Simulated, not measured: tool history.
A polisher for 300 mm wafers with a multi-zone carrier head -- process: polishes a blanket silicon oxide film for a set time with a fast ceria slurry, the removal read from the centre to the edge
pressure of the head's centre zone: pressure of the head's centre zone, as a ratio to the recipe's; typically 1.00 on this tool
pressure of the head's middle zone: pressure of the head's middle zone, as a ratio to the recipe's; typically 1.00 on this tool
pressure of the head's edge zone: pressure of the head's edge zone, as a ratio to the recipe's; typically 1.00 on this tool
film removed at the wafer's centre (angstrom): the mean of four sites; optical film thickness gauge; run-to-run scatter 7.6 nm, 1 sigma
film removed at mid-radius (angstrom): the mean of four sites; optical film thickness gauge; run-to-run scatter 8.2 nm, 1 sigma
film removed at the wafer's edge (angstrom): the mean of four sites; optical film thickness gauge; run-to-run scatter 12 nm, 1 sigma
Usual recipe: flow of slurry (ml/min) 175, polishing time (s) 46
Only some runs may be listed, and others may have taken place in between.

run,day,flow of slurry (ml/min),pressure of the head's centre zone,pressure of the head's middle zone,pressure of the head's edge zone,polishing time (s),wafers since the last listed run,wafers polished on this pad,hours since the slurry nozzle was cleaned,hours since the centre zone pressure was calibrated,hours since the edge zone pressure was calibrated,hours since the carrier head's membrane was replaced,"incoming thickness of the incoming film, nm",film removed at the wafer's centre (angstrom),film removed at mid-radius (angstrom),film removed at the wafer's edge (angstrom)
1,0.000,175,0.96,1.00,1.00,46,0,4545,325.5,82.9,19.1,640.5,3565.5,8730,9318,9670
# day 1.500: worn pad replaced by a new one
2,2.642,175,0.96,1.00,1.00,46,798,368,388.9,146.3,82.5,703.9,3634.6,8640,9236,9289
3,4.521,175,1.08,1.00,1.00,33,606,974,434.0,191.4,127.6,749.0,3656.1,7130,6694,6912
4,6.617,175,1.08,1.00,1.00,33,675,1650,484.3,241.7,177.9,799.3,3592.0,7020,6628,6878
5,10.308,175,1.08,1.00,1.00,33,1190,2840,572.9,330.3,266.5,887.9,3581.4,6989,6573,6787
6,12.142,175,1.00,1.06,1.00,42,591,3431,616.9,374.3,310.5,931.9,3552.0,8236,8740,8530
# day 15.117: worn pad replaced by a new one
7,15.533,175,1.00,1.06,1.00,42,1040,133,698.3,455.7,391.9,1013.3,3584.5,8210,8599,8583
# day 15.967: slurry nozzle cleaned
8,18.921,175,1.00,1.06,1.00,42,1079,1212,70.9,537.0,473.2,1094.6,3580.0,7883,8334,8421
9,22.567,175,1.00,1.00,1.00,46,1175,2388,158.4,624.5,560.7,1182.1,3538.8,8553,8701,9112
# day 25.700: slurry nozzle cleaned, repeated, since the last time left the tool worse
10,26.025,175,1.00,1.00,1.00,46,1101,3490,7.8,707.5,643.7,1265.1,3554.2,9223,9489,9621
# day 27.850: worn pad replaced by a new one
11,30.175,175,1.06,1.00,0.93,46,1284,749,107.4,807.1,743.3,1364.7,3597.1,9893,9427,9542
12,32.804,175,1.00,1.00,0.92,46,847,1597,170.5,870.2,806.4,1427.8,3634.7,9286,9464,9401
# day 33.700: edge zone pressure recalibrated
13,36.842,190,1.00,1.00,1.00,46,1275,2872,267.4,967.1,75.4,1524.7,3614.1,9317,9473,9513
14,39.988,175,1.00,1.00,1.00,46,1014,3886,342.9,1042.6,150.9,1600.2,3609.1,9259,9247,9514
# day 42.171: worn pad replaced by a new one
15,44.179,175,1.00,1.00,1.00,46,1298,647,443.5,1143.2,251.5,1700.8,3616.7,9134,9439,9512
# day 47.508: carrier head's membrane replaced by a new one
16,47.529,175,0.89,1.00,1.00,60,1013,1660,523.9,1223.6,331.9,0.5,3546.7,10392,11816,12401
17,51.229,175,1.00,1.00,1.00,46,1193,2854,612.7,1312.4,420.7,89.3,3597.8,9104,9239,9393
18,53.192,175,1.04,1.00,1.00,53,632,3487,659.8,1359.5,467.8,136.4,3625.6,10793,10491,11186
# day 53.700: centre zone pressure recalibrated
# day 54.796: slurry nozzle cleaned
# day 56.325: worn pad replaced by a new one
19,57.433,175,1.00,1.00,1.11,51,1273,356,63.3,89.6,569.6,238.2,3636.9,10313,10597,11391
20,68.625,235,1.00,1.00,1.00,52,3609,3966,331.9,358.2,838.2,506.8,3552.4,10829,10888,10999
21,70.867,175,0.92,1.00,1.00,46,722,4689,385.7,412.0,892.0,560.6,3575.8,8456,9436,9676

5 ways to go on from here, each from the tool as it stands after run 21. What would each give?
A,70.883,175,1.00,1.00,1.00,46,5,4694,386.1,412.4,892.4,561.0,3674.8,?,?,?
B,70.883,175,0.92,1.00,1.03,53,5,4694,386.1,412.4,892.4,561.0,3674.8,?,?,?
C,70.883,140,0.92,0.90,1.00,50,5,4694,386.1,412.4,892.4,561.0,3674.8,?,?,?
D,70.883,120,1.00,1.00,1.00,46,5,4694,386.1,412.4,892.4,561.0,3674.8,?,?,?
E,70.883,150,1.00,1.09,0.96,36,5,4694,386.1,412.4,892.4,561.0,3674.8,?,?,?

run,film removed at the wafer's centre (angstrom),film removed at mid-radius (angstrom),film removed at the wafer's edge (angstrom)
A,9100,9335,9514
B,9640,10759,11121
C,8824,9385,10156
D,8649,8923,9213
E,6981,7502,7202
With no hidden state in the tool, these same runs would have given:
run,film removed at the wafer's centre (angstrom),film removed at mid-radius (angstrom),film removed at the wafer's edge (angstrom)
A,9283,9502,9638
B,9834,10952,11266
C,9028,9577,10304
D,8866,9121,9357
E,7135,7650,7304
